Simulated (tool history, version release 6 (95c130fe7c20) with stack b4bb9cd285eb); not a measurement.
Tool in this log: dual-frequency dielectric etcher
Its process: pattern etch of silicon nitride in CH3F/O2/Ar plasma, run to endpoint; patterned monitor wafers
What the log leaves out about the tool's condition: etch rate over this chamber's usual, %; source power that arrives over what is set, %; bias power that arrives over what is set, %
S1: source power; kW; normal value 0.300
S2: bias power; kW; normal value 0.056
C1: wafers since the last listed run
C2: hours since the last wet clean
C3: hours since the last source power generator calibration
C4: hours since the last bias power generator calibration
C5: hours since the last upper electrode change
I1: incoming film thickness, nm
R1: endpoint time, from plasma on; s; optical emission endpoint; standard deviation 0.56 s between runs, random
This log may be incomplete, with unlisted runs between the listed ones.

run,hour,S1,S2,C1,C2,C3,C4,C5,I1,R1
1,0.0,0.300,0.056,0,64.4,2222.9,2994.9,1697.2,35.26,63.9
2,32.3,0.300,0.056,249,96.7,2255.2,3027.2,1729.5,34.63,62.7
3,45.5,0.300,0.056,101,109.9,2268.4,3040.4,1742.7,35.07,63.6
4,64.5,0.350,0.066,146,128.9,2287.4,3059.4,1761.7,34.26,56.3
5,96.3,0.350,0.066,245,160.7,2319.2,3091.2,1793.5,34.58,57.2
6,110.9,0.300,0.056,112,175.3,2333.8,3105.8,1808.1,34.77,62.8
7,143.7,0.300,0.056,252,208.1,2366.6,3138.6,1840.9,34.76,64.0
8,172.5,0.300,0.046,222,236.9,2395.4,3167.4,1869.7,34.61,66.6
9,186.8,0.300,0.046,110,251.2,2409.7,3181.7,1884.0,34.69,65.7
10,210.2,0.260,0.060,180,274.6,2433.1,3205.1,1907.4,34.71,65.7
11,228.1,0.260,0.060,138,292.5,2451.0,3223.0,1925.3,34.37,64.2
12,263.4,0.300,0.056,272,327.8,2486.3,3258.3,1960.6,34.75,63.2
# hour 269.1: source power generator calibrated
13,295.2,0.250,0.064,214,359.6,26.1,3290.1,1992.4,34.56,65.4
14,327.1,0.250,0.056,245,391.5,58.0,3322.0,2024.3,34.92,68.3
15,343.3,0.370,0.047,124,407.7,74.2,3338.2,2040.5,35.09,62.1
16,375.1,0.300,0.056,245,439.5,106.0,3370.0,2072.3,34.64,64.7
17,410.9,0.250,0.056,276,475.3,141.8,3405.8,2108.1,34.62,68.3
18,445.9,0.300,0.050,269,510.3,176.8,3440.8,2143.1,34.72,65.9
# hour 474.5: upper electrode replaced
19,480.2,0.380,0.067,79,544.6,211.1,3475.1,5.7,34.66,56.7
# hour 486.1: bias power generator calibrated
# hour 529.0: wet clean of the chamber
20,530.3,0.250,0.047,170,1.3,261.2,44.2,55.8,34.41,67.8
21,562.4,0.300,0.056,247,33.4,293.3,76.3,87.9,34.91,62.4
22,580.8,0.270,0.049,141,51.8,311.7,94.7,106.3,34.79,66.8
23,602.3,0.300,0.056,165,73.3,333.2,116.2,127.8,34.79,62.5
24,635.4,0.230,0.052,255,106.4,366.3,149.3,160.9,34.86,70.5
25,663.0,0.300,0.056,212,134.0,393.9,176.9,188.5,35.03,61.6

Exercise: give the hidden state of the tool at every run:
source power that arrives over what is set, %: 0 across all the runs
bias power that arrives over what is set, %: 0 across all the runs
H1: etch rate over this chamber's usual, %
run,H1
1,0.181
2,-0.0524
3,-0.148
4,-0.285
5,-0.515
6,-0.62
7,-0.857
8,-1.07
9,-1.17
10,-1.34
11,-1.47
12,-1.72
13,-1.95
14,-2.18
15,-2.3
16,-2.53
17,-2.79
18,-3.04
19,-3.29
20,1.07
21,0.837
22,0.704
23,0.549
24,0.31
25,0.111
